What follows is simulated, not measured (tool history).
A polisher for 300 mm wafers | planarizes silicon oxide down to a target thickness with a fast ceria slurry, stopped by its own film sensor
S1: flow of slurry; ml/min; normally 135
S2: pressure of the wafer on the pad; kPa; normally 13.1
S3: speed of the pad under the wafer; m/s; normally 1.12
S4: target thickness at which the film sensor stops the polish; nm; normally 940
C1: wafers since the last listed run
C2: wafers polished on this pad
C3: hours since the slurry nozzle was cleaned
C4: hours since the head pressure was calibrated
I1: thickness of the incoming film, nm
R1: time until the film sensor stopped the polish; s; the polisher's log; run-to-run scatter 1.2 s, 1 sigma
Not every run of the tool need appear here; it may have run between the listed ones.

Run 1, hour 0.0: usual settings but S3 1.04 m/s, S4 1055 nm; C1 0; C2 383; C3 90.0; C4 538.5; I1 1891.9. Result: R1 76.6 s.
Run 2, hour 9.7: usual settings but S3 1.04 m/s, S4 1055 nm; C1 125; C2 509; C3 99.7; C4 548.2; I1 1843.3. Result: R1 73.6 s.
Run 3, hour 21.3: usual settings but S3 1.04 m/s, S4 1055 nm; C1 150; C2 659; C3 111.3; C4 559.8; I1 1851.8. Result: R1 73.4 s.
Run 4, hour 31.6: usual settings but S4 1016 nm; C1 133; C2 793; C3 121.6; C4 570.1; I1 1865.3. Result: R1 74.0 s.
Run 5, hour 49.0: usual settings; C1 225; C2 1018; C3 139.0; C4 587.5; I1 1840.6. Result: R1 78.0 s.
At hour 63.4: worn pad replaced by a new one.
Run 6, hour 66.7: usual settings; C1 177; C2 42; C3 156.7; C4 605.2; I1 1850.7. Result: R1 77.6 s.
Run 7, hour 82.8: usual settings; C1 208; C2 251; C3 172.8; C4 621.3; I1 1840.6. Result: R1 78.9 s.
At hour 90.0: slurry nozzle cleaned.
Run 8, hour 90.5: usual settings; C1 86; C2 338; C3 0.5; C4 629.0; I1 1853.9. Result: R1 77.7 s.
Run 9, hour 100.2: usual settings; C1 125; C2 463; C3 10.2; C4 638.7; I1 1894.1. Result: R1 82.4 s.
Run 10, hour 107.9: usual settings; C1 99; C2 563; C3 17.9; C4 646.4; I1 1843.3. Result: R1 80.2 s.
Run 11, hour 116.6: usual settings but S1 105 ml/min; C1 112; C2 676; C3 26.6; C4 655.1; I1 1860.7. Result: R1 85.7 s.
Run 12, hour 124.0: usual settings but S1 105 ml/min; C1 95; C2 772; C3 34.0; C4 662.5; I1 1863.4. Result: R1 87.3 s.
Run 13, hour 134.3: usual settings but S2 9.7 kPa, S4 1053 nm; C1 133; C2 905; C3 44.3; C4 672.8; I1 1854.3. Result: R1 86.2 s.
Run 14, hour 145.4: usual settings but S2 9.7 kPa; C1 143; C2 1049; C3 55.4; C4 683.9; I1 1822.2. Result: R1 94.2 s.
At hour 150.3: worn pad replaced by a new one.
Run 15, hour 162.9: usual settings but S2 9.7 kPa; C1 175; C2 163; C3 72.9; C4 701.4; I1 1858.7. Result: R1 98.1 s.
Run 16, hour 177.2: usual settings but S2 9.7 kPa; C1 185; C2 349; C3 87.2; C4 715.7; I1 1851.1. Result: R1 96.6 s.
At hour 185.2: head pressure recalibrated.
Run 17, hour 189.6: usual settings but S4 1154 nm; C1 134; C2 483; C3 99.6; C4 4.4; I1 1872.0. Result: R1 62.4 s.
Run 18, hour 206.2: usual settings but S3 0.96 m/s; C1 215; C2 699; C3 116.2; C4 21.0; I1 1849.9. Result: R1 88.4 s.
Run 19, hour 214.4: usual settings but S2 9.7 kPa; C1 106; C2 805; C3 124.4; C4 29.2; I1 1842.0. Result: R1 98.2 s.
At hour 230.6: worn pad replaced by a new one.
Run 20, hour 256.7: usual settings but S1 110 ml/min, S2 15.9 kPa; C1 496; C2 338; C3 166.7; C4 71.5; I1 1889.1. Result: R1 74.8 s.
Run 21, hour 269.1: usual settings but S1 115 ml/min, S2 11.0 kPa, S3 1.44 m/s, S4 619 nm; C1 160; C2 499; C3 179.1; C4 83.9; I1 1899.5. Result: R1 107.0 s.
Run 22, hour 287.0: usual settings but S1 115 ml/min, S2 11.0 kPa, S3 1.44 m/s, S4 619 nm; C1 232; C2 731; C3 197.0; C4 101.8; I1 1863.8. Result: R1 104.2 s.
Run 23, hour 304.5: usual settings; C1 226; C2 958; C3 214.5; C4 119.3; I1 1889.8. Result: R1 82.8 s.
At hour 307.1: slurry nozzle cleaned.
Run 24, hour 317.5: usual settings but S1 160 ml/min, S2 9.7 kPa, S3 0.74 m/s, S4 832 nm; C1 155; C2 1113; C3 10.4; C4 132.3; I1 1858.1. Result: R1 143.3 s.
At hour 322.2: worn pad replaced by a new one.
Run 25, hour 330.4: usual settings but S3 1.46 m/s; C1 115; C2 106; C3 23.3; C4 145.2; I1 1867.4. Result: R1 65.6 s.
Run 26, hour 337.3: usual settings but S2 9.7 kPa, S3 0.82 m/s, S4 1183 nm; C1 89; C2 195; C3 30.2; C4 152.1; I1 1837.2. Result: R1 87.5 s.
Run 27, hour 343.5: usual settings but S1 125 ml/min, S3 1.26 m/s; C1 80; C2 276; C3 36.4; C4 158.3; I1 1863.2. Result: R1 74.5 s.
Run 28, hour 356.7: usual settings but S1 155 ml/min, S2 17.9 kPa; C1 171; C2 447; C3 49.6; C4 171.5; I1 1833.7. Result: R1 62.7 s.
Run 29, hour 367.0: usual settings but S3 0.72 m/s, S4 1099 nm; C1 133; C2 580; C3 59.9; C4 181.8; I1 1880.0. Result: R1 96.5 s.
Run 30, hour 393.5: usual settings; C1 343; C2 924; C3 86.4; C4 208.3; I1 1834.6. Result: R1 77.6 s.
Run 31, hour 405.6: usual settings but S1 115 ml/min, S2 11.0 kPa, S3 0.76 m/s, S4 751 nm; C1 156; C2 1081; C3 98.5; C4 220.4; I1 1859.2. Result: R1 152.4 s.
At hour 421.3: worn pad replaced by a new one.
Run 32, hour 421.8: usual settings but S1 95 ml/min, S2 15.2 kPa, S4 743 nm; C1 158; C2 6; C3 114.7; C4 236.6; I1 1840.9. Result: R1 96.4 s.
Run 33, hour 426.0: usual settings; C1 54; C2 61; C3 118.9; C4 240.8; I1 1858.6. Result: R1 82.0 s.

Take each entry between the runs: how does the hidden state at the last listed run before it differ from the hidden state at the first listed run after it?
Between runs 5 and 6: worn pad replaced by a new one (hour 63.4)
  both runs share identical hidden conditions
Between runs 7 and 8: slurry nozzle cleaned (hour 90.0)
  both runs share identical hidden conditions
Between runs 14 and 15: worn pad replaced by a new one (hour 150.3)
  both runs share identical hidden conditions
Between runs 16 and 17: head pressure recalibrated (hour 185.2)
  both runs share identical hidden conditions
Between runs 19 and 20: worn pad replaced by a new one (hour 230.6)
  both runs share identical hidden conditions
Between runs 23 and 24: slurry nozzle cleaned (hour 307.1)
  both runs share identical hidden conditions
Between runs 24 and 25: worn pad replaced by a new one (hour 322.2)
  both runs share identical hidden conditions
Between runs 31 and 32: worn pad replaced by a new one (hour 421.3)
  both runs share identical hidden conditions
